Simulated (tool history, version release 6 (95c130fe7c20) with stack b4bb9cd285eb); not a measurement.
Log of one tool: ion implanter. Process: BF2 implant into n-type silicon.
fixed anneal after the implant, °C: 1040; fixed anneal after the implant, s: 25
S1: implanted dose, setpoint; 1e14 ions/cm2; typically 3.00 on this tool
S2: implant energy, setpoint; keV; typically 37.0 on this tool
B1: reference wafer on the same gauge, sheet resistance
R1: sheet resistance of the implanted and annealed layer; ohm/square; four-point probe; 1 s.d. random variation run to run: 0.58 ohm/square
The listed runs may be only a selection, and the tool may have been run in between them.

{"run": 1, "hour": 0.0, "S1": 3.0, "S2": 37.0, "B1": 334.79, "R1": 381.34}
{"hour": 0.5, "done": "gauge calibrated"}
{"run": 2, "hour": 17.5, "S1": 3.0, "S2": 37.0, "B1": 335.2, "R1": 380.86}
{"run": 3, "hour": 30.1, "S1": 3.0, "S2": 37.0, "B1": 334.97, "R1": 379.8}
{"run": 4, "hour": 41.6, "S1": 3.0, "S2": 37.0, "B1": 334.88, "R1": 378.54}
{"run": 5, "hour": 52.7, "S1": 3.0, "S2": 37.0, "B1": 334.92, "R1": 378.68}
{"run": 6, "hour": 66.9, "S1": 3.0, "S2": 37.0, "B1": 334.73, "R1": 378.4}
{"run": 7, "hour": 78.3, "S1": 3.0, "S2": 37.0, "B1": 335.16, "R1": 377.97}
{"run": 8, "hour": 89.5, "S1": 3.0, "S2": 37.0, "B1": 335.1, "R1": 377.8}
{"run": 9, "hour": 100.6, "S1": 3.0, "S2": 29.5, "B1": 335.03, "R1": 386.09}
{"run": 10, "hour": 113.5, "S1": 3.0, "S2": 37.0, "B1": 334.97, "R1": 377.38}
{"run": 11, "hour": 119.9, "S1": 3.0, "S2": 30.5, "B1": 335.14, "R1": 383.79}
{"hour": 154.6, "done": "Faraday cup replaced and dose calibrated"}
{"run": 12, "hour": 172.2, "S1": 3.0, "S2": 37.0, "B1": 335.27, "R1": 387.99}
{"hour": 173.0, "done": "gauge calibrated"}
{"hour": 195.5, "done": "extraction supply calibrated"}
{"run": 13, "hour": 196.0, "S1": 3.63, "S2": 30.0, "B1": 334.76, "R1": 338.2}
{"run": 14, "hour": 198.2, "S1": 3.37, "S2": 27.5, "B1": 335.06, "R1": 362.8}
{"run": 15, "hour": 211.4, "S1": 3.48, "S2": 32.0, "B1": 335.1, "R1": 347.45}
{"run": 16, "hour": 218.8, "S1": 3.62, "S2": 33.5, "B1": 334.95, "R1": 336.04}
{"run": 17, "hour": 227.4, "S1": 3.65, "S2": 25.0, "B1": 335.09, "R1": 340.62}
{"run": 18, "hour": 235.4, "S1": 3.39, "S2": 37.0, "B1": 334.84, "R1": 352.09}
{"run": 19, "hour": 242.4, "S1": 3.0, "S2": 37.0, "B1": 334.93, "R1": 388.93}
{"run": 20, "hour": 256.9, "S1": 2.1, "S2": 26.0, "B1": 334.98, "R1": 543.14}

Each row is a separate what-if for the run after 20, all from the same tool condition, not one after another. Results?
{"run": "A", "hour": 257.3, "S1": 3.0, "S2": 32.0, "B1": "?", "R1": "?"}
{"run": "B", "hour": 257.3, "S1": 2.6, "S2": 31.0, "B1": "?", "R1": "?"}
{"run": "C", "hour": 257.3, "S1": 3.31, "S2": 49.0, "B1": "?", "R1": "?"}
{"run": "D", "hour": 257.3, "S1": 3.63, "S2": 42.0, "B1": "?", "R1": "?"}

run=A B1=334.91 R1=394.67
run=B B1=334.91 R1=446.66
run=C B1=334.91 R1=348.25
run=D B1=334.91 R1=327.91
With the hidden condition removed and each run's random variation left untouched, the same runs would have given:
run=A R1=394.62
run=B R1=446.60
run=C R1=348.20
run=D R1=327.87
